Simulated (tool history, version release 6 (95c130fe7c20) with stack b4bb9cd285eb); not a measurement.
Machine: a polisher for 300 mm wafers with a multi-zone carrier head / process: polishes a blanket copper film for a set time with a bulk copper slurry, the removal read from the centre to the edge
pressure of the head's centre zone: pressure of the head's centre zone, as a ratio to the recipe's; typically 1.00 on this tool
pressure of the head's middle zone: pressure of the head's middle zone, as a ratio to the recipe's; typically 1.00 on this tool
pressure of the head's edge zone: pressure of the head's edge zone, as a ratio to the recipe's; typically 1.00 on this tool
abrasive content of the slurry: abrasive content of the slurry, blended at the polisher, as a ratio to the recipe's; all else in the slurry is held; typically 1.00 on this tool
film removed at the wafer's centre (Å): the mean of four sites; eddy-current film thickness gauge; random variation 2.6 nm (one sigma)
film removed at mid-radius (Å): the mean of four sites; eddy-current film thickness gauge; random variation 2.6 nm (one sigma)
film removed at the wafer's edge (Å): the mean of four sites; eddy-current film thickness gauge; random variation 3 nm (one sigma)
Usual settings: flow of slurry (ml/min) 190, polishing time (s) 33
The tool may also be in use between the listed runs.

| run | hour | flow of slurry (ml/min) | pressure of the head's centre zone | pressure of the head's middle zone | pressure of the head's edge zone | abrasive content of the slurry | polishing time (s) | incoming thickness of the incoming film, nm | film removed at the wafer's centre (Å) | film removed at mid-radius (Å) | film removed at the wafer's edge (Å) |
|---|---|---|---|---|---|---|---|---|---|---|---|
| 1 | 0.0 | 190 | 1.00 | 1.00 | 1.00 | 1.00 | 33 | 2343.4 | 2025 | 2124 | 2039 |
| 2 | 14.3 | 190 | 1.00 | 1.00 | 1.00 | 1.00 | 33 | 2355.8 | 2062 | 2106 | 2057 |
| 3 | 26.4 | 190 | 1.00 | 1.00 | 1.00 | 1.00 | 33 | 2309.1 | 2016 | 2104 | 2025 |
| 4 | 41.9 | 190 | 1.00 | 1.00 | 1.00 | 1.00 | 33 | 2349.5 | 2006 | 2059 | 2087 |
| 5 | 56.7 | 190 | 1.00 | 1.00 | 1.00 | 1.00 | 33 | 2304.0 | 1984 | 2097 | 2091 |
| 6 | 74.0 | 230 | 1.00 | 1.00 | 1.00 | 1.00 | 33 | 2310.6 | 2102 | 2199 | 2087 |
|  | 88.0 | worn pad replaced by a new one |
| 7 | 88.5 | 230 | 1.00 | 1.00 | 1.00 | 1.00 | 33 | 2320.9 | 2035 | 2125 | 2143 |
| 8 | 100.1 | 190 | 1.00 | 1.00 | 1.00 | 1.00 | 33 | 2317.4 | 1973 | 2087 | 2052 |
| 9 | 106.4 | 190 | 1.00 | 1.00 | 1.00 | 1.00 | 33 | 2309.7 | 1965 | 2015 | 2051 |
| 10 | 124.2 | 190 | 1.00 | 1.00 | 1.00 | 1.00 | 33 | 2305.7 | 1967 | 2035 | 2042 |
| 11 | 141.0 | 190 | 1.10 | 0.92 | 1.04 | 1.00 | 33 | 2335.9 | 2120 | 1877 | 2095 |
| 12 | 155.8 | 190 | 1.00 | 1.00 | 1.00 | 1.00 | 33 | 2369.2 | 1933 | 2053 | 2048 |
|  | 167.4 | centre zone pressure recalibrated |
| 13 | 170.5 | 190 | 1.00 | 1.00 | 1.00 | 1.00 | 33 | 2340.2 | 1930 | 2014 | 2025 |
|  | 181.3 | slurry nozzle cleaned |
|  | 183.1 | carrier head's membrane replaced by a new one, of another model than before |
|  | 198.8 | worn pad replaced by a new one |
| 14 | 199.3 | 190 | 1.06 | 1.00 | 1.00 | 1.30 | 33 | 2311.6 | 2366 | 2264 | 2228 |
|  | 209.8 | edge zone pressure recalibrated |
| 15 | 214.9 | 190 | 1.00 | 1.00 | 1.05 | 1.00 | 33 | 2312.2 | 2218 | 2262 | 2224 |
| 16 | 228.0 | 190 | 1.07 | 0.94 | 1.06 | 1.00 | 33 | 2314.5 | 2302 | 2165 | 2268 |
| 17 | 239.3 | 190 | 1.06 | 1.05 | 1.00 | 1.10 | 38 | 2335.6 | 2667 | 2605 | 2518 |
| 18 | 248.0 | 220 | 1.09 | 1.00 | 1.00 | 1.00 | 33 | 2322.1 | 2420 | 2232 | 2190 |
| 19 | 263.0 | 230 | 1.09 | 1.00 | 1.06 | 1.15 | 33 | 2303.3 | 2507 | 2373 | 2313 |

List, for all runs, the conditions of the tool that the log does not record:
removal rate lost through wear of the pad, %: 0, the same for each run
deviation of the centre zone's pressure from its setpoint, %: 0, the same for each run
deviation of the edge zone's pressure from its setpoint, %: 0, the same for each run
H1: slurry flow missing at the pad, %
| run | H1 |
|---|---|
| 1 | 25.1 |
| 2 | 26.1 |
| 3 | 27 |
| 4 | 28.2 |
| 5 | 29.3 |
| 6 | 30.7 |
| 7 | 31.8 |
| 8 | 32.8 |
| 9 | 33.3 |
| 10 | 34.8 |
| 11 | 36.3 |
| 12 | 37.6 |
| 13 | 39 |
| 14 | 4.37 |
| 15 | 4.42 |
| 16 | 4.49 |
| 17 | 4.57 |
| 18 | 4.64 |
| 19 | 4.78 |
